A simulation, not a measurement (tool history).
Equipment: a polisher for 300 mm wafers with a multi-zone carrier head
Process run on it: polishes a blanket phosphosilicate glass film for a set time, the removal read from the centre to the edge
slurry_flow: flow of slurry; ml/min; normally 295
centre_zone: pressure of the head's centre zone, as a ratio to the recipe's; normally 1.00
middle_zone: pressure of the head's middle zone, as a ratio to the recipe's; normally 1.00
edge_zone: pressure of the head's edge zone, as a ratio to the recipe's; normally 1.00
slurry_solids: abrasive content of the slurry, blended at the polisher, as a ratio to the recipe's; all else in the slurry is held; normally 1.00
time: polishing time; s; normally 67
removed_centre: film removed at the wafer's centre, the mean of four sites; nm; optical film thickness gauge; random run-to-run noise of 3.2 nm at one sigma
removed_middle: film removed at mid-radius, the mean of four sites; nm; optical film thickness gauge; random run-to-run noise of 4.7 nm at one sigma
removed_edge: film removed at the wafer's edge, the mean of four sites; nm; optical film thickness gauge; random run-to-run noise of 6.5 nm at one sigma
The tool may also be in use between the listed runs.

run,hour,slurry_flow,centre_zone,middle_zone,edge_zone,slurry_solids,time,"incoming thickness of the incoming film, nm",removed_centre,removed_middle,removed_edge
1,0.0,295,1.00,1.05,1.00,1.30,87,3252.9,677.2,760.2,719.3
2,82.2,365,1.00,0.88,1.07,1.00,75,3241.9,541.2,509.4,630.7
3,181.4,195,1.00,1.00,0.93,1.00,67,3282.4,439.1,486.2,459.5
# hour 300.9: carrier head's membrane replaced by a new one
4,418.8,295,1.00,1.00,1.00,1.00,67,3175.4,456.9,509.6,520.9
5,470.0,295,1.00,1.00,1.08,1.00,67,3281.9,462.1,509.2,542.4
# hour 493.8: slurry nozzle cleaned
# hour 513.8: edge zone pressure recalibrated
6,528.2,295,0.91,1.06,1.08,0.80,67,3241.9,356.0,509.3,524.8
# hour 531.0: centre zone pressure recalibrated
7,576.4,295,1.10,0.92,1.00,0.75,74,3307.2,593.1,469.5,517.8
# hour 593.8: worn pad replaced by a new one
8,672.3,295,1.10,0.92,1.00,0.75,74,3241.6,570.8,467.3,521.2
9,716.1,240,1.00,1.00,1.00,0.80,80,3197.5,522.2,558.7,558.3
10,792.7,215,1.00,1.07,1.00,0.80,48,3308.6,299.7,354.0,325.2
11,861.4,295,0.92,1.00,1.00,1.00,51,3289.4,302.9,389.2,392.4
12,976.1,295,1.11,1.00,0.89,1.00,52,3210.9,426.7,396.3,358.0
13,1029.6,295,1.09,1.00,1.00,1.00,67,3244.6,520.1,508.0,507.1
14,1116.0,385,1.00,1.00,0.96,1.00,67,3176.2,464.9,530.1,505.2
# hour 1185.7: slurry nozzle cleaned
# hour 1202.0: carrier head's membrane replaced by a new one
# hour 1204.7: centre zone pressure recalibrated
15,1246.6,295,1.00,1.00,1.00,1.00,67,3291.5,504.6,509.3,505.4
16,1287.9,295,1.00,1.09,0.92,1.00,67,3248.1,491.3,573.1,481.4
# hour 1353.7: worn pad replaced by a new one
17,1354.2,295,1.00,1.00,1.00,1.00,67,3264.4,484.3,514.9,528.4
18,1403.1,295,1.00,1.00,1.00,1.00,67,3287.0,476.7,508.2,509.0
19,1507.8,295,1.00,1.00,1.00,1.00,67,3241.4,472.7,514.4,515.7
20,1554.5,295,1.00,1.00,0.91,1.00,67,3244.6,469.0,505.2,478.5
21,1625.2,295,1.00,1.00,1.00,1.30,55,3173.9,416.5,459.2,455.8
# hour 1670.6: edge zone pressure recalibrated
22,1689.0,295,1.00,1.00,1.00,1.00,67,3186.0,457.0,514.2,521.0

List, for all runs, the conditions of the tool that the log does not record:
removal rate lost through wear of the pad, %: 0, the same for each run
slurry flow missing at the pad, %: 0, the same for each run
deviation of the edge zone's pressure from its setpoint, %: 0, the same for each run
H1: deviation of the centre zone's pressure from its setpoint, %
run,H1
1,-4.03
2,-4.7
3,-5.27
4,-5.95
5,-6.03
6,-6.1
7,-1.7
8,-3.51
9,-4.12
10,-4.95
11,-5.51
12,-6.14
13,-6.34
14,-6.59
15,-1.12
16,-2
17,-3.13
18,-3.78
19,-4.81
20,-5.14
21,-5.53
22,-5.79
